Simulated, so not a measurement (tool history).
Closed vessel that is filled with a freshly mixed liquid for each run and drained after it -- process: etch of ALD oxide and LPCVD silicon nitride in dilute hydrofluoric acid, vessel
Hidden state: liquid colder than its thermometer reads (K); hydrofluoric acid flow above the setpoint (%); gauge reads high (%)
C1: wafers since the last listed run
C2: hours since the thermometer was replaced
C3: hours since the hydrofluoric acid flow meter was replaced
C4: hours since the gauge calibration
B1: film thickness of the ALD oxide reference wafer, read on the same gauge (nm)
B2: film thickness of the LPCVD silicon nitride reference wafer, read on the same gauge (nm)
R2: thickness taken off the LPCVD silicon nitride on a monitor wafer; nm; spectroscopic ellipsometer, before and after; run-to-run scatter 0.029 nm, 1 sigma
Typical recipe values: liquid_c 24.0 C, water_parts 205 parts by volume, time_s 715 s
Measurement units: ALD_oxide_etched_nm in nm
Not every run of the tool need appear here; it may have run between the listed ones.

run 1 day=0.000 | liquid_c=24.0 water_parts=205 time_s=510 | C1=0 C2=97.9 C3=2231.0 C4=755.4 | B1=89.98 B2=120.018 | ALD_oxide_etched_nm=23.65 R2=1.399
run 2 day=1.329 | liquid_c=26.0 water_parts=115 time_s=360 | C1=2205 C2=129.8 C3=2262.9 C4=787.3 | B1=90.03 B2=119.991 | ALD_oxide_etched_nm=35.60 R2=2.041
run 3 day=1.942 | liquid_c=24.0 water_parts=205 time_s=715 | C1=1016 C2=144.5 C3=2277.6 C4=802.0 | B1=89.98 B2=120.008 | ALD_oxide_etched_nm=33.23 R2=2.049
run 4 day=2.825 | liquid_c=24.0 water_parts=180 time_s=715 | C1=1465 C2=165.7 C3=2298.8 C4=823.2 | B1=90.01 B2=120.002 | ALD_oxide_etched_nm=38.88 R2=2.227
run 5 day=3.600 | liquid_c=24.0 water_parts=205 time_s=1135 | C1=1285 C2=184.3 C3=2317.4 C4=841.8 | B1=90.01 B2=120.005 | ALD_oxide_etched_nm=52.82 R2=3.142
run 6 day=4.558 | liquid_c=28.5 water_parts=305 time_s=715 | C1=1589 C2=207.3 C3=2340.4 C4=864.8 | B1=90.01 B2=120.009 | ALD_oxide_etched_nm=23.79 R2=1.733
run 7 day=5.812 | liquid_c=24.0 water_parts=205 time_s=715 | C1=2080 C2=237.4 C3=2370.5 C4=894.9 | B1=90.01 B2=119.987 | ALD_oxide_etched_nm=33.31 R2=1.993
run 8 day=6.621 | liquid_c=24.0 water_parts=150 time_s=580 | C1=1341 C2=256.8 C3=2389.9 C4=914.3 | B1=90.04 B2=120.011 | ALD_oxide_etched_nm=39.27 R2=2.192
run 9 day=7.479 | liquid_c=24.0 water_parts=205 time_s=715 | C1=1423 C2=277.4 C3=2410.5 C4=934.9 | B1=89.96 B2=120.000 | ALD_oxide_etched_nm=33.36 R2=2.027
run 10 day=10.846 | liquid_c=24.0 water_parts=205 time_s=715 | C1=5585 C2=358.2 C3=2491.3 C4=1015.7 | B1=89.99 B2=120.007 | ALD_oxide_etched_nm=33.66 R2=2.030
-- day=11.362 gauge calibrated
run 11 day=11.429 | liquid_c=27.0 water_parts=205 time_s=715 | C1=967 C2=372.2 C3=2505.3 C4=1.6 | B1=90.02 B2=120.006 | ALD_oxide_etched_nm=37.32 R2=2.408
run 12 day=11.962 | liquid_c=24.0 water_parts=205 time_s=715 | C1=884 C2=385.0 C3=2518.1 C4=14.4 | B1=89.98 B2=120.010 | ALD_oxide_etched_nm=33.51 R2=2.029
-- day=12.475 hydrofluoric acid flow meter replaced
run 13 day=13.208 | liquid_c=25.5 water_parts=205 time_s=715 | C1=1997 C2=414.9 C3=17.6 C4=44.3 | B1=89.98 B2=120.004 | ALD_oxide_etched_nm=31.98 R2=2.063
run 14 day=14.033 | liquid_c=22.0 water_parts=305 time_s=850 | C1=1368 C2=434.7 C3=37.4 C4=64.1 | B1=89.97 B2=120.005 | ALD_oxide_etched_nm=20.33 R2=1.341
run 15 day=15.512 | liquid_c=24.0 water_parts=165 time_s=715 | C1=2453 C2=470.2 C3=72.9 C4=99.6 | B1=89.98 B2=119.992 | ALD_oxide_etched_nm=39.46 R2=2.239
run 16 day=16.625 | liquid_c=28.0 water_parts=280 time_s=605 | C1=1845 C2=496.9 C3=99.6 C4=126.3 | B1=90.00 B2=119.975 | ALD_oxide_etched_nm=20.03 R2=1.429
run 17 day=17.658 | liquid_c=26.5 water_parts=170 time_s=530 | C1=1714 C2=521.7 C3=124.4 C4=151.1 | B1=90.01 B2=120.000 | ALD_oxide_etched_nm=31.05 R2=1.966
run 18 day=18.821 | liquid_c=24.0 water_parts=205 time_s=715 | C1=1928 C2=549.6 C3=152.3 C4=179.0 | B1=89.97 B2=120.022 | ALD_oxide_etched_nm=30.73 R2=1.879
run 19 day=19.929 | liquid_c=26.0 water_parts=145 time_s=915 | C1=1838 C2=576.2 C3=178.9 C4=205.6 | B1=90.02 B2=119.982 | ALD_oxide_etched_nm=64.12 R2=3.740
run 20 day=21.450 | liquid_c=25.5 water_parts=115 time_s=715 | C1=2523 C2=612.7 C3=215.4 C4=242.1 | B1=90.01 B2=119.983 | ALD_oxide_etched_nm=63.94 R2=3.632
run 21 day=22.192 | liquid_c=21.5 water_parts=275 time_s=715 | C1=1230 C2=630.5 C3=233.2 C4=259.9 | B1=89.96 B2=120.016 | ALD_oxide_etched_nm=19.51 R2=1.174
run 22 day=23.821 | liquid_c=24.0 water_parts=205 time_s=715 | C1=2702 C2=669.6 C3=272.3 C4=299.0 | B1=90.01 B2=119.952 | ALD_oxide_etched_nm=30.65 R2=1.830
run 23 day=25.246 | liquid_c=24.0 water_parts=205 time_s=715 | C1=2364 C2=703.8 C3=306.5 C4=333.2 | B1=90.01 B2=120.005 | ALD_oxide_etched_nm=30.79 R2=1.865
run 24 day=26.104 | liquid_c=27.5 water_parts=205 time_s=715 | C1=1423 C2=724.4 C3=327.1 C4=353.8 | B1=89.98 B2=119.997 | ALD_oxide_etched_nm=34.82 R2=2.351
run 25 day=27.458 | liquid_c=24.0 water_parts=205 time_s=715 | C1=2246 C2=756.9 C3=359.6 C4=386.3 | B1=89.99 B2=120.006 | ALD_oxide_etched_nm=30.94 R2=1.863

Here are 5 independent what-if runs from the current tool condition. What would each one return?
run A day=27.492 | liquid_c=24.0 water_parts=205 time_s=435 | C1=55 C2=757.7 C3=360.4 C4=387.1 | B1=? B2=? | ALD_oxide_etched_nm=? R2=?
run B day=27.492 | liquid_c=22.5 water_parts=245 time_s=1095 | C1=55 C2=757.7 C3=360.4 C4=387.1 | B1=? B2=? | ALD_oxide_etched_nm=? R2=?
run C day=27.492 | liquid_c=24.0 water_parts=275 time_s=715 | C1=55 C2=757.7 C3=360.4 C4=387.1 | B1=? B2=? | ALD_oxide_etched_nm=? R2=?
run D day=27.492 | liquid_c=24.0 water_parts=205 time_s=860 | C1=55 C2=757.7 C3=360.4 C4=387.1 | B1=? B2=? | ALD_oxide_etched_nm=? R2=?
run E day=27.492 | liquid_c=22.0 water_parts=230 time_s=715 | C1=55 C2=757.7 C3=360.4 C4=387.1 | B1=? B2=? | ALD_oxide_etched_nm=? R2=?

run=A B1=90.00 B2=120.012 ALD_oxide_etched_nm=18.92 R2=1.118
run=B B1=90.00 B2=120.012 ALD_oxide_etched_nm=36.22 R2=2.146
run=C B1=90.00 B2=120.012 ALD_oxide_etched_nm=21.60 R2=1.373
run=D B1=90.00 B2=120.012 ALD_oxide_etched_nm=37.41 R2=2.209
run=E B1=90.00 B2=120.012 ALD_oxide_etched_nm=25.10 R2=1.444
The same runs, with their run-to-run variation unchanged, on a tool lacking any hidden condition would have given:
run=A ALD_oxide_etched_nm=18.31 R2=1.088
run=B ALD_oxide_etched_nm=35.02 R2=2.090
run=C ALD_oxide_etched_nm=20.87 R2=1.337
run=D ALD_oxide_etched_nm=36.19 R2=2.151
run=E ALD_oxide_etched_nm=24.28 R2=1.406
